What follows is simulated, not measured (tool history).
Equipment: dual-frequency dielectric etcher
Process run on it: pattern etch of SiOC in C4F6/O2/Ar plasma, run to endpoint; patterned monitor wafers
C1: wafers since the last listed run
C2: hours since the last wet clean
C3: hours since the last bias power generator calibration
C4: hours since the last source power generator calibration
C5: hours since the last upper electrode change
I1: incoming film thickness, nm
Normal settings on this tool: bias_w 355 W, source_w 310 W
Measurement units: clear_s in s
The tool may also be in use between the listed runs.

{"run": 1, "hour": 0.0, "bias_w": 423, "source_w": 310, "C1": 0, "C2": 516.9, "C3": 2538.5, "C4": 4041.6, "C5": 5150.2, "I1": 39.27, "clear_s": 15.5}
{"run": 2, "hour": 16.9, "bias_w": 355, "source_w": 310, "C1": 401, "C2": 533.8, "C3": 2555.4, "C4": 4058.5, "C5": 5167.1, "I1": 39.41, "clear_s": 16.3}
{"run": 3, "hour": 30.3, "bias_w": 355, "source_w": 310, "C1": 318, "C2": 547.2, "C3": 2568.8, "C4": 4071.9, "C5": 5180.5, "I1": 39.1, "clear_s": 16.2}
{"run": 4, "hour": 47.6, "bias_w": 355, "source_w": 350, "C1": 411, "C2": 564.5, "C3": 2586.1, "C4": 4089.2, "C5": 5197.8, "I1": 39.05, "clear_s": 15.3}
{"run": 5, "hour": 57.4, "bias_w": 355, "source_w": 350, "C1": 233, "C2": 574.3, "C3": 2595.9, "C4": 4099, "C5": 5207.6, "I1": 39.32, "clear_s": 15.5}
{"run": 6, "hour": 72.7, "bias_w": 355, "source_w": 350, "C1": 363, "C2": 589.6, "C3": 2611.2, "C4": 4114.3, "C5": 5222.9, "I1": 39.37, "clear_s": 15.5}
{"run": 7, "hour": 84.8, "bias_w": 355, "source_w": 270, "C1": 287, "C2": 601.7, "C3": 2623.3, "C4": 4126.4, "C5": 5235, "I1": 39.34, "clear_s": 17}
{"run": 8, "hour": 101.8, "bias_w": 355, "source_w": 310, "C1": 404, "C2": 618.7, "C3": 2640.3, "C4": 4143.4, "C5": 5252, "I1": 39.18, "clear_s": 16}
{"run": 9, "hour": 114.9, "bias_w": 355, "source_w": 310, "C1": 311, "C2": 631.8, "C3": 2653.4, "C4": 4156.5, "C5": 5265.1, "I1": 38.93, "clear_s": 16.1}
{"run": 10, "hour": 123.4, "bias_w": 355, "source_w": 310, "C1": 202, "C2": 640.3, "C3": 2661.9, "C4": 4165, "C5": 5273.6, "I1": 38.7, "clear_s": 15.9}
{"run": 11, "hour": 131.7, "bias_w": 355, "source_w": 310, "C1": 197, "C2": 648.6, "C3": 2670.2, "C4": 4173.3, "C5": 5281.9, "I1": 39.01, "clear_s": 16.1}
{"hour": 168.8, "done": "upper electrode replaced"}
{"hour": 174.1, "done": "wet clean of the chamber"}
{"run": 12, "hour": 174.6, "bias_w": 303, "source_w": 270, "C1": 324, "C2": 0.5, "C3": 2713.1, "C4": 4216.2, "C5": 5.8, "I1": 39.34, "clear_s": 18.3}
{"run": 13, "hour": 174.9, "bias_w": 332, "source_w": 310, "C1": 7, "C2": 0.8, "C3": 2713.4, "C4": 4216.5, "C5": 6.1, "I1": 39.16, "clear_s": 16.8}
{"run": 14, "hour": 175.2, "bias_w": 377, "source_w": 260, "C1": 7, "C2": 1.1, "C3": 2713.7, "C4": 4216.8, "C5": 6.4, "I1": 39.38, "clear_s": 17.4}
{"run": 15, "hour": 189.0, "bias_w": 427, "source_w": 340, "C1": 328, "C2": 14.9, "C3": 2727.5, "C4": 4230.6, "C5": 20.2, "I1": 38.99, "clear_s": 14.9}
{"hour": 197.8, "done": "source power generator calibrated"}
{"run": 16, "hour": 206.6, "bias_w": 301, "source_w": 260, "C1": 323, "C2": 32.5, "C3": 2745.1, "C4": 8.8, "C5": 37.8, "I1": 39.17, "clear_s": 18.5}
{"run": 17, "hour": 220.0, "bias_w": 290, "source_w": 270, "C1": 318, "C2": 45.9, "C3": 2758.5, "C4": 22.2, "C5": 51.2, "I1": 39.01, "clear_s": 18.3}
{"run": 18, "hour": 237.4, "bias_w": 412, "source_w": 310, "C1": 413, "C2": 63.3, "C3": 2775.9, "C4": 39.6, "C5": 68.6, "I1": 38.93, "clear_s": 15.6}
{"run": 19, "hour": 253.9, "bias_w": 355, "source_w": 330, "C1": 392, "C2": 79.8, "C3": 2792.4, "C4": 56.1, "C5": 85.1, "I1": 39.18, "clear_s": 16.2}
{"run": 20, "hour": 267.7, "bias_w": 308, "source_w": 350, "C1": 328, "C2": 93.6, "C3": 2806.2, "C4": 69.9, "C5": 98.9, "I1": 39.33, "clear_s": 16.4}
{"run": 21, "hour": 275.9, "bias_w": 318, "source_w": 310, "C1": 195, "C2": 101.8, "C3": 2814.4, "C4": 78.1, "C5": 107.1, "I1": 39, "clear_s": 17}
{"run": 22, "hour": 282.4, "bias_w": 440, "source_w": 310, "C1": 154, "C2": 108.3, "C3": 2820.9, "C4": 84.6, "C5": 113.6, "I1": 39.16, "clear_s": 15.5}
{"run": 23, "hour": 292.3, "bias_w": 355, "source_w": 310, "C1": 235, "C2": 118.2, "C3": 2830.8, "C4": 94.5, "C5": 123.5, "I1": 39.15, "clear_s": 16.4}
{"run": 24, "hour": 298.8, "bias_w": 299, "source_w": 290, "C1": 154, "C2": 124.7, "C3": 2837.3, "C4": 101, "C5": 130, "I1": 38.72, "clear_s": 17.5}
{"run": 25, "hour": 312.2, "bias_w": 355, "source_w": 310, "C1": 318, "C2": 138.1, "C3": 2850.7, "C4": 114.4, "C5": 143.4, "I1": 39.14, "clear_s": 16.3}
{"hour": 331.3, "done": "bias power generator calibrated"}
{"run": 26, "hour": 331.8, "bias_w": 355, "source_w": 310, "C1": 371, "C2": 157.7, "C3": 0.5, "C4": 134, "C5": 163, "I1": 38.95, "clear_s": 16.4}
{"run": 27, "hour": 337.2, "bias_w": 306, "source_w": 250, "C1": 128, "C2": 163.1, "C3": 5.9, "C4": 139.4, "C5": 168.4, "I1": 39.49, "clear_s": 18.7}
{"run": 28, "hour": 346.9, "bias_w": 401, "source_w": 240, "C1": 230, "C2": 172.8, "C3": 15.6, "C4": 149.1, "C5": 178.1, "I1": 39.25, "clear_s": 17.5}
{"run": 29, "hour": 359.1, "bias_w": 300, "source_w": 310, "C1": 290, "C2": 185, "C3": 27.8, "C4": 161.3, "C5": 190.3, "I1": 39.46, "clear_s": 17.2}
{"run": 30, "hour": 375.2, "bias_w": 301, "source_w": 270, "C1": 382, "C2": 201.1, "C3": 43.9, "C4": 177.4, "C5": 206.4, "I1": 39.36, "clear_s": 18.2}
{"run": 31, "hour": 382.1, "bias_w": 355, "source_w": 310, "C1": 164, "C2": 208, "C3": 50.8, "C4": 184.3, "C5": 213.3, "I1": 39.21, "clear_s": 16.4}
{"run": 32, "hour": 422.5, "bias_w": 321, "source_w": 350, "C1": 960, "C2": 248.4, "C3": 91.2, "C4": 224.7, "C5": 253.7, "I1": 39.06, "clear_s": 16}
{"run": 33, "hour": 440.3, "bias_w": 396, "source_w": 230, "C1": 423, "C2": 266.2, "C3": 109, "C4": 242.5, "C5": 271.5, "I1": 38.93, "clear_s": 17.5}
{"run": 34, "hour": 453.3, "bias_w": 355, "source_w": 370, "C1": 309, "C2": 279.2, "C3": 122, "C4": 255.5, "C5": 284.5, "I1": 39.76, "clear_s": 15.4}

Run-by-run hidden state of the tool:
bias power that arrives over what is set, %: 0 across all the runs
source power that arrives over what is set, %: 0 across all the runs
H1: etch rate over this chamber's usual, %
run=1 H1=1.85
run=2 H1=1.92
run=3 H1=1.97
run=4 H1=2.05
run=5 H1=2.09
run=6 H1=2.15
run=7 H1=2.2
run=8 H1=2.27
run=9 H1=2.32
run=10 H1=2.36
run=11 H1=2.39
run=12 H1=-0.0351
run=13 H1=-0.0338
run=14 H1=-0.0326
run=15 H1=0.0242
run=16 H1=0.0967
run=17 H1=0.152
run=18 H1=0.224
run=19 H1=0.291
run=20 H1=0.348
run=21 H1=0.382
run=22 H1=0.409
run=23 H1=0.45
run=24 H1=0.476
run=25 H1=0.532
run=26 H1=0.612
run=27 H1=0.634
run=28 H1=0.674
run=29 H1=0.725
run=30 H1=0.791
run=31 H1=0.819
run=32 H1=0.986
run=33 H1=1.06
run=34 H1=1.11

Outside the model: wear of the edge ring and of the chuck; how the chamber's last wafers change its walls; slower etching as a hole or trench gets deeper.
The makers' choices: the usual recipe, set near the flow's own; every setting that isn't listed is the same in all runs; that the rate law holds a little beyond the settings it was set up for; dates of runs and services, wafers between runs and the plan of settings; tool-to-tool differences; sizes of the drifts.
